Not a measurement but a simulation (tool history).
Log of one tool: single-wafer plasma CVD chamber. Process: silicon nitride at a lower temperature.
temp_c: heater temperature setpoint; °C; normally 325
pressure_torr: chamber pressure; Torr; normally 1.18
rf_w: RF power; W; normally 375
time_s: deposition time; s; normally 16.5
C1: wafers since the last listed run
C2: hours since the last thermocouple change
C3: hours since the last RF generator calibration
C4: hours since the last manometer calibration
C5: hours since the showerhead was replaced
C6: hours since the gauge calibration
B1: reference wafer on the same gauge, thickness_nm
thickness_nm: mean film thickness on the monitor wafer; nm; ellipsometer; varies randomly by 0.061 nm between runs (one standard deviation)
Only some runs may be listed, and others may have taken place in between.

{"run": 1, "hour": 0.0, "temp_c": 325, "pressure_torr": 1.18, "rf_w": 375, "time_s": 16.5, "C1": 0, "C2": 1999.5, "C3": 436.7, "C4": 2189.5, "C5": 4776.1, "C6": 161.5, "B1": 17.8, "thickness_nm": 19.64}
{"run": 2, "hour": 30.1, "temp_c": 325, "pressure_torr": 1.18, "rf_w": 375, "time_s": 16.5, "C1": 905, "C2": 2029.6, "C3": 466.8, "C4": 2219.6, "C5": 4806.2, "C6": 191.6, "B1": 17.799, "thickness_nm": 19.662}
{"run": 3, "hour": 58.3, "temp_c": 325, "pressure_torr": 1.18, "rf_w": 375, "time_s": 16.5, "C1": 847, "C2": 2057.8, "C3": 495.0, "C4": 2247.8, "C5": 4834.4, "C6": 219.8, "B1": 17.804, "thickness_nm": 19.584}
{"run": 4, "hour": 81.7, "temp_c": 325, "pressure_torr": 1.18, "rf_w": 375, "time_s": 16.5, "C1": 703, "C2": 2081.2, "C3": 518.4, "C4": 2271.2, "C5": 4857.8, "C6": 243.2, "B1": 17.813, "thickness_nm": 19.598}
{"run": 5, "hour": 104.0, "temp_c": 325, "pressure_torr": 1.18, "rf_w": 375, "time_s": 16.5, "C1": 670, "C2": 2103.5, "C3": 540.7, "C4": 2293.5, "C5": 4880.1, "C6": 265.5, "B1": 17.795, "thickness_nm": 19.565}
{"run": 6, "hour": 181.0, "temp_c": 325, "pressure_torr": 1.12, "rf_w": 375, "time_s": 16.5, "C1": 2315, "C2": 2180.5, "C3": 617.7, "C4": 2370.5, "C5": 4957.1, "C6": 342.5, "B1": 17.793, "thickness_nm": 19.007}
{"run": 7, "hour": 193.3, "temp_c": 325, "pressure_torr": 1.12, "rf_w": 375, "time_s": 16.5, "C1": 369, "C2": 2192.8, "C3": 630.0, "C4": 2382.8, "C5": 4969.4, "C6": 354.8, "B1": 17.793, "thickness_nm": 19.115}
{"hour": 219.8, "done": "capacitance manometer re-zeroed and calibrated"}
{"run": 8, "hour": 220.3, "temp_c": 325, "pressure_torr": 1.12, "rf_w": 375, "time_s": 16.5, "C1": 571, "C2": 2219.8, "C3": 657.0, "C4": 0.5, "C5": 4996.4, "C6": 381.8, "B1": 17.801, "thickness_nm": 19.044}
{"run": 9, "hour": 234.7, "temp_c": 325, "pressure_torr": 1.18, "rf_w": 375, "time_s": 15.2, "C1": 432, "C2": 2234.2, "C3": 671.4, "C4": 14.9, "C5": 5010.8, "C6": 396.2, "B1": 17.798, "thickness_nm": 17.999}
{"run": 10, "hour": 307.8, "temp_c": 325, "pressure_torr": 1.27, "rf_w": 375, "time_s": 16.5, "C1": 2198, "C2": 2307.3, "C3": 744.5, "C4": 88.0, "C5": 5083.9, "C6": 469.3, "B1": 17.808, "thickness_nm": 20.103}
{"run": 11, "hour": 324.4, "temp_c": 325, "pressure_torr": 1.27, "rf_w": 375, "time_s": 16.5, "C1": 499, "C2": 2323.9, "C3": 761.1, "C4": 104.6, "C5": 5100.5, "C6": 485.9, "B1": 17.808, "thickness_nm": 20.25}
{"run": 12, "hour": 360.3, "temp_c": 325, "pressure_torr": 1.35, "rf_w": 375, "time_s": 16.5, "C1": 1079, "C2": 2359.8, "C3": 797.0, "C4": 140.5, "C5": 5136.4, "C6": 521.8, "B1": 17.793, "thickness_nm": 20.739}
{"hour": 374.5, "done": "gauge calibrated"}
{"run": 13, "hour": 395.2, "temp_c": 325, "pressure_torr": 1.18, "rf_w": 375, "time_s": 16.5, "C1": 1049, "C2": 2394.7, "C3": 831.9, "C4": 175.4, "C5": 5171.3, "C6": 20.7, "B1": 17.779, "thickness_nm": 19.511}
{"hour": 416.3, "done": "showerhead replaced"}
{"run": 14, "hour": 424.5, "temp_c": 315, "pressure_torr": 1.01, "rf_w": 375, "time_s": 16.5, "C1": 640, "C2": 2424.0, "C3": 861.2, "C4": 204.7, "C5": 8.2, "C6": 50.0, "B1": 17.796, "thickness_nm": 17.887}
{"hour": 450.4, "done": "RF generator calibrated"}
{"hour": 451.8, "done": "thermocouple changed; heater temperature recalibrated"}
{"run": 15, "hour": 452.3, "temp_c": 336, "pressure_torr": 1.18, "rf_w": 375, "time_s": 18.7, "C1": 551, "C2": 0.5, "C3": 1.9, "C4": 232.5, "C5": 36.0, "C6": 77.8, "B1": 17.805, "thickness_nm": 22.792}
{"run": 16, "hour": 469.7, "temp_c": 325, "pressure_torr": 1.18, "rf_w": 445, "time_s": 19.8, "C1": 523, "C2": 17.9, "C3": 19.3, "C4": 249.9, "C5": 53.4, "C6": 95.2, "B1": 17.8, "thickness_nm": 27.186}
{"run": 17, "hour": 505.1, "temp_c": 333, "pressure_torr": 1.41, "rf_w": 430, "time_s": 14.9, "C1": 1064, "C2": 53.3, "C3": 54.7, "C4": 285.3, "C5": 88.8, "C6": 130.6, "B1": 17.808, "thickness_nm": 21.608}
{"run": 18, "hour": 518.2, "temp_c": 325, "pressure_torr": 1.09, "rf_w": 435, "time_s": 16.5, "C1": 393, "C2": 66.4, "C3": 67.8, "C4": 298.4, "C5": 101.9, "C6": 143.7, "B1": 17.799, "thickness_nm": 21.344}
{"run": 19, "hour": 607.1, "temp_c": 312, "pressure_torr": 1.18, "rf_w": 315, "time_s": 16.5, "C1": 2673, "C2": 155.3, "C3": 156.7, "C4": 387.3, "C5": 190.8, "C6": 232.6, "B1": 17.797, "thickness_nm": 17.403}
{"run": 20, "hour": 634.0, "temp_c": 325, "pressure_torr": 1.18, "rf_w": 375, "time_s": 16.5, "C1": 808, "C2": 182.2, "C3": 183.6, "C4": 414.2, "C5": 217.7, "C6": 259.5, "B1": 17.813, "thickness_nm": 19.749}
{"run": 21, "hour": 647.5, "temp_c": 325, "pressure_torr": 1.18, "rf_w": 375, "time_s": 16.5, "C1": 405, "C2": 195.7, "C3": 197.1, "C4": 427.7, "C5": 231.2, "C6": 273.0, "B1": 17.792, "thickness_nm": 19.712}
{"run": 22, "hour": 671.0, "temp_c": 338, "pressure_torr": 1.18, "rf_w": 375, "time_s": 16.5, "C1": 706, "C2": 219.2, "C3": 220.6, "C4": 451.2, "C5": 254.7, "C6": 296.5, "B1": 17.786, "thickness_nm": 19.71}

Describe how what the log doesn't record of the tool's condition differs between the last listed run preceding each entry between runs and the first listed run following it.
Run 7 -> run 8: capacitance manometer re-zeroed and calibrated (hour 219.8)
  delivered RF power above the setpoint (%): -4.23 -> -4.27
  the result without the hidden state subtracted from the measured one, thickness_nm: -0.640 -> -0.645 nm
Run 12 -> run 13: gauge calibrated (hour 374.5)
  delivered RF power above the setpoint (%): -4.46 -> -4.49
  the result without the hidden state subtracted from the measured one, thickness_nm: -0.735 -> -0.697 nm
Run 13 -> run 14: showerhead replaced (hour 416.3)
  delivered RF power above the setpoint (%): -4.49 -> -4.52
  the result without the hidden state subtracted from the measured one, thickness_nm: -0.697 -> -0.642 nm
Run 14 -> run 15: RF generator calibrated (hour 450.4); thermocouple changed; heater temperature recalibrated (hour 451.8)
  delivered RF power above the setpoint (%): -4.52 -> -0.693
  the result without the hidden state subtracted from the measured one, thickness_nm: -0.642 -> -0.121 nm

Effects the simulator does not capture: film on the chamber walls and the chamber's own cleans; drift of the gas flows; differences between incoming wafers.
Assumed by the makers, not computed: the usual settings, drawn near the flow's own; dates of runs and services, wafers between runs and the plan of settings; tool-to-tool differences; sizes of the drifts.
